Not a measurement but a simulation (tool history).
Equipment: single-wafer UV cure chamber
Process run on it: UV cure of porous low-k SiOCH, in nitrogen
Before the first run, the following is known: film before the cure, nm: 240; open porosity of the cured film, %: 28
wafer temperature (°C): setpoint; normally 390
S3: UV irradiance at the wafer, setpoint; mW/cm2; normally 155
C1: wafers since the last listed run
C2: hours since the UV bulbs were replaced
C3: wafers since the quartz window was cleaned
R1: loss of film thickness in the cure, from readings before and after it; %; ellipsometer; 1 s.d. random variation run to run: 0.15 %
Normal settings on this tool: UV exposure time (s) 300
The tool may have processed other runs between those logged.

run 1 hour=0.0 | wafer_temperature_(°C)=386 UV_exposure_time_(s)=300 S3=183 | C1=0 C2=1210.0 C3=2576 | R1=17.643
-- hour=41.0 quartz window cleaned
run 2 hour=48.2 | wafer_temperature_(°C)=386 UV_exposure_time_(s)=300 S3=183 | C1=231 C2=1258.2 C3=41 | R1=17.570
run 3 hour=78.0 | wafer_temperature_(°C)=386 UV_exposure_time_(s)=300 S3=183 | C1=171 C2=1288.0 C3=213 | R1=17.681
run 4 hour=107.3 | wafer_temperature_(°C)=378 UV_exposure_time_(s)=300 S3=155 | C1=168 C2=1317.3 C3=381 | R1=16.675
run 5 hour=131.8 | wafer_temperature_(°C)=378 UV_exposure_time_(s)=300 S3=155 | C1=141 C2=1341.8 C3=522 | R1=16.734
run 6 hour=181.4 | wafer_temperature_(°C)=378 UV_exposure_time_(s)=300 S3=155 | C1=285 C2=1391.4 C3=808 | R1=16.925
run 7 hour=253.0 | wafer_temperature_(°C)=390 UV_exposure_time_(s)=300 S3=155 | C1=412 C2=1463.0 C3=1220 | R1=16.948
run 8 hour=308.6 | wafer_temperature_(°C)=390 UV_exposure_time_(s)=300 S3=180 | C1=320 C2=1518.6 C3=1540 | R1=17.523
run 9 hour=378.3 | wafer_temperature_(°C)=390 UV_exposure_time_(s)=300 S3=155 | C1=401 C2=1588.3 C3=1942 | R1=16.753
run 10 hour=439.6 | wafer_temperature_(°C)=390 UV_exposure_time_(s)=300 S3=155 | C1=352 C2=1649.6 C3=2295 | R1=16.983
run 11 hour=477.0 | wafer_temperature_(°C)=390 UV_exposure_time_(s)=300 S3=155 | C1=215 C2=1687.0 C3=2510 | R1=16.901
-- hour=518.1 quartz window cleaned
run 12 hour=534.0 | wafer_temperature_(°C)=390 UV_exposure_time_(s)=300 S3=155 | C1=282 C2=1744.0 C3=91 | R1=17.050
run 13 hour=564.4 | wafer_temperature_(°C)=390 UV_exposure_time_(s)=300 S3=155 | C1=175 C2=1774.4 C3=266 | R1=16.756
run 14 hour=629.0 | wafer_temperature_(°C)=390 UV_exposure_time_(s)=300 S3=155 | C1=371 C2=1839.0 C3=638 | R1=16.888
run 15 hour=696.4 | wafer_temperature_(°C)=390 UV_exposure_time_(s)=300 S3=155 | C1=388 C2=1906.4 C3=1026 | R1=16.834
run 16 hour=725.5 | wafer_temperature_(°C)=390 UV_exposure_time_(s)=300 S3=155 | C1=167 C2=1935.5 C3=1194 | R1=16.825
run 17 hour=773.1 | wafer_temperature_(°C)=385 UV_exposure_time_(s)=300 S3=155 | C1=274 C2=1983.1 C3=1468 | R1=16.600
run 18 hour=826.9 | wafer_temperature_(°C)=385 UV_exposure_time_(s)=300 S3=155 | C1=309 C2=2036.9 C3=1777 | R1=16.921
run 19 hour=859.0 | wafer_temperature_(°C)=390 UV_exposure_time_(s)=300 S3=155 | C1=184 C2=2069.0 C3=1962 | R1=16.853
run 20 hour=915.4 | wafer_temperature_(°C)=390 UV_exposure_time_(s)=300 S3=155 | C1=324 C2=2125.4 C3=2287 | R1=16.746
run 21 hour=970.3 | wafer_temperature_(°C)=390 UV_exposure_time_(s)=300 S3=155 | C1=316 C2=2180.3 C3=2603 | R1=16.774
-- hour=1003.8 quartz window cleaned
run 22 hour=1024.3 | wafer_temperature_(°C)=390 UV_exposure_time_(s)=300 S3=155 | C1=264 C2=2234.3 C3=117 | R1=17.153
run 23 hour=1170.8 | wafer_temperature_(°C)=399 UV_exposure_time_(s)=300 S3=155 | C1=843 C2=2380.8 C3=961 | R1=17.215
run 24 hour=1198.3 | wafer_temperature_(°C)=374 UV_exposure_time_(s)=215 S3=172 | C1=158 C2=2408.3 C3=1119 | R1=15.581
run 25 hour=1224.0 | wafer_temperature_(°C)=396 UV_exposure_time_(s)=180 S3=122 | C1=147 C2=2434.0 C3=1267 | R1=13.460
-- hour=1243.7 UV bulbs replaced
run 26 hour=1260.9 | wafer_temperature_(°C)=385 UV_exposure_time_(s)=180 S3=155 | C1=166 C2=17.2 C3=1434 | R1=14.283
run 27 hour=1332.7 | wafer_temperature_(°C)=378 UV_exposure_time_(s)=390 S3=175 | C1=413 C2=89.0 C3=1847 | R1=18.619
run 28 hour=1370.8 | wafer_temperature_(°C)=382 UV_exposure_time_(s)=300 S3=155 | C1=219 C2=127.1 C3=2067 | R1=17.041
run 29 hour=1403.3 | wafer_temperature_(°C)=390 UV_exposure_time_(s)=300 S3=155 | C1=187 C2=159.6 C3=2254 | R1=16.860
run 30 hour=1454.1 | wafer_temperature_(°C)=390 UV_exposure_time_(s)=300 S3=155 | C1=292 C2=210.4 C3=2546 | R1=17.112
run 31 hour=1484.2 | wafer_temperature_(°C)=390 UV_exposure_time_(s)=300 S3=155 | C1=173 C2=240.5 C3=2720 | R1=17.077
run 32 hour=1519.3 | wafer_temperature_(°C)=390 UV_exposure_time_(s)=380 S3=155 | C1=202 C2=275.6 C3=2922 | R1=18.164
-- hour=1535.8 quartz window cleaned
run 33 hour=1559.1 | wafer_temperature_(°C)=378 UV_exposure_time_(s)=390 S3=175 | C1=183 C2=315.4 C3=134 | R1=18.704

What does the tool deliver on the next run?
run 34 hour=1610.6 | wafer_temperature_(°C)=403 UV_exposure_time_(s)=300 S3=155 | C1=296 C2=366.9 C3=430 | R1=?

For run 34 the tool returned R1 17.106 %.
Without the tool's hidden state the same run would have given R1 17.106 %.
